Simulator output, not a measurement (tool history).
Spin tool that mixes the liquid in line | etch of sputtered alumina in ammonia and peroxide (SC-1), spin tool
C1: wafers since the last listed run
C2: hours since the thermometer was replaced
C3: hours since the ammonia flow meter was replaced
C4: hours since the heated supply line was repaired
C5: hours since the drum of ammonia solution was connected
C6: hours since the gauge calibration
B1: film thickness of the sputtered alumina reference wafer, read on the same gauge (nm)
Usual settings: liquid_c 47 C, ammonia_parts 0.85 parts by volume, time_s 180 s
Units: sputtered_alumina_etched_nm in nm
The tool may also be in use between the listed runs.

Run 1, hour 0: usual settings; C1 0; C2 2751.6; C3 81.5; C4 806.2; C5 305.6; C6 463.3; B1 60. Result: sputtered_alumina_etched_nm 7.02 nm.
Run 2, hour 20.2: usual settings; C1 162; C2 2771.8; C3 101.7; C4 826.4; C5 325.8; C6 483.5; B1 60. Result: sputtered_alumina_etched_nm 7.05 nm.
Run 3, hour 33.1: usual settings; C1 103; C2 2784.7; C3 114.6; C4 839.3; C5 338.7; C6 496.4; B1 60.01. Result: sputtered_alumina_etched_nm 7.04 nm.
Run 4, hour 65.8: usual settings but time_s 250 s; C1 263; C2 2817.4; C3 147.3; C4 872; C5 371.4; C6 529.1; B1 60. Result: sputtered_alumina_etched_nm 9.75 nm.
Run 5, hour 95.2: usual settings but time_s 250 s; C1 236; C2 2846.8; C3 176.7; C4 901.4; C5 400.8; C6 558.5; B1 59.98. Result: sputtered_alumina_etched_nm 9.69 nm.
Run 6, hour 112.1: usual settings but time_s 250 s; C1 136; C2 2863.7; C3 193.6; C4 918.3; C5 417.7; C6 575.4; B1 60. Result: sputtered_alumina_etched_nm 9.7 nm.
Run 7, hour 143.2: usual settings but liquid_c 54.5 C, time_s 95 s; C1 250; C2 2894.8; C3 224.7; C4 949.4; C5 448.8; C6 606.5; B1 60. Result: sputtered_alumina_etched_nm 5.56 nm.
Run 8, hour 168.3: usual settings; C1 202; C2 2919.9; C3 249.8; C4 974.5; C5 473.9; C6 631.6; B1 59.99. Result: sputtered_alumina_etched_nm 6.98 nm.
At hour 189.8: gauge calibrated.
Run 9, hour 201.8: usual settings; C1 270; C2 2953.4; C3 283.3; C4 1008; C5 507.4; C6 12; B1 60. Result: sputtered_alumina_etched_nm 6.96 nm.
At hour 211.3: new drum of ammonia solution connected.
Run 10, hour 214.9: usual settings; C1 97; C2 2966.5; C3 296.4; C4 1021.1; C5 3.6; C6 25.1; B1 60. Result: sputtered_alumina_etched_nm 6.94 nm.
At hour 232.4: thermometer replaced.
Run 11, hour 243.8: usual settings; C1 224; C2 11.4; C3 325.3; C4 1050; C5 32.5; C6 54; B1 60.01. Result: sputtered_alumina_etched_nm 6.97 nm.
Run 12, hour 274.1: usual settings; C1 244; C2 41.7; C3 355.6; C4 1080.3; C5 62.8; C6 84.3; B1 60. Result: sputtered_alumina_etched_nm 6.94 nm.
Run 13, hour 297.3: usual settings but liquid_c 50 C, ammonia_parts 1.05 parts by volume, time_s 80 s; C1 186; C2 64.9; C3 378.8; C4 1103.5; C5 86; C6 107.5; B1 60. Result: sputtered_alumina_etched_nm 3.72 nm.
At hour 330.6: ammonia flow meter replaced.
Run 14, hour 331.1: usual settings; C1 264; C2 98.7; C3 0.5; C4 1137.3; C5 119.8; C6 141.3; B1 60. Result: sputtered_alumina_etched_nm 6.88 nm.
Run 15, hour 344: usual settings but time_s 265 s; C1 103; C2 111.6; C3 13.4; C4 1150.2; C5 132.7; C6 154.2; B1 60.01. Result: sputtered_alumina_etched_nm 10.16 nm.
At hour 353.3: heated supply line repaired.
Run 16, hour 369: usual settings but liquid_c 55.5 C; C1 193; C2 136.6; C3 38.4; C4 15.7; C5 157.7; C6 179.2; B1 60. Result: sputtered_alumina_etched_nm 11.6 nm.
Run 17, hour 383.4: usual settings but liquid_c 38 C; C1 116; C2 151; C3 52.8; C4 30.1; C5 172.1; C6 193.6; B1 60. Result: sputtered_alumina_etched_nm 4.36 nm.
Run 18, hour 413.9: usual settings but liquid_c 54.5 C; C1 245; C2 181.5; C3 83.3; C4 60.6; C5 202.6; C6 224.1; B1 60.01. Result: sputtered_alumina_etched_nm 11.12 nm.
Run 19, hour 430.4: usual settings but liquid_c 40.5 C, ammonia_parts 0.55 parts by volume, time_s 270 s; C1 132; C2 198; C3 99.8; C4 77.1; C5 219.1; C6 240.6; B1 59.98. Result: sputtered_alumina_etched_nm 7.25 nm.
Run 20, hour 463.7: usual settings but liquid_c 41.5 C, ammonia_parts 1.1 parts by volume; C1 268; C2 231.3; C3 133.1; C4 110.4; C5 252.4; C6 273.9; B1 60.01. Result: sputtered_alumina_etched_nm 5.47 nm.
Run 21, hour 482.7: usual settings; C1 153; C2 250.3; C3 152.1; C4 129.4; C5 271.4; C6 292.9; B1 60.01. Result: sputtered_alumina_etched_nm 7.31 nm.
Run 22, hour 498.9: usual settings but liquid_c 43.5 C, time_s 80 s; C1 130; C2 266.5; C3 168.3; C4 145.6; C5 287.6; C6 309.1; B1 59.98. Result: sputtered_alumina_etched_nm 2.67 nm.
Run 23, hour 523.1: usual settings but liquid_c 55.5 C, ammonia_parts 1.15 parts by volume; C1 195; C2 290.7; C3 192.5; C4 169.8; C5 311.8; C6 333.3; B1 60. Result: sputtered_alumina_etched_nm 11.97 nm.
Run 24, hour 550.8: usual settings but liquid_c 38 C, ammonia_parts 0.65 parts by volume; C1 223; C2 318.4; C3 220.2; C4 197.5; C5 339.5; C6 361; B1 60.03. Result: sputtered_alumina_etched_nm 4.19 nm.
Run 25, hour 578.9: usual settings; C1 226; C2 346.5; C3 248.3; C4 225.6; C5 367.6; C6 389.1; B1 60.01. Result: sputtered_alumina_etched_nm 7.27 nm.

3 ways to go on from here, each from the tool as it stands after run 25. What would each give?
Run A, hour 579.4: usual settings but time_s 215 s; C1 4; C2 347; C3 248.8; C4 226.1; C5 368.1; C6 389.6; B1 ?. Result: sputtered_alumina_etched_nm ?.
Run B, hour 579.4: usual settings but time_s 150 s; C1 4; C2 347; C3 248.8; C4 226.1; C5 368.1; C6 389.6; B1 ?. Result: sputtered_alumina_etched_nm ?.
Run C, hour 579.4: usual settings but liquid_c 49.5 C, ammonia_parts 0.7 parts by volume, time_s 215 s; C1 4; C2 347; C3 248.8; C4 226.1; C5 368.1; C6 389.6; B1 ?. Result: sputtered_alumina_etched_nm ?.

run     B1  sputtered_alumina_etched_nm
  A  59.99                         8.69
  B  59.99                         6.06
  C  59.99                         9.81
Without the tool's hidden state the same runs would have given:
run  sputtered_alumina_etched_nm
  A                         8.84
  B                         6.17
  C                         9.97
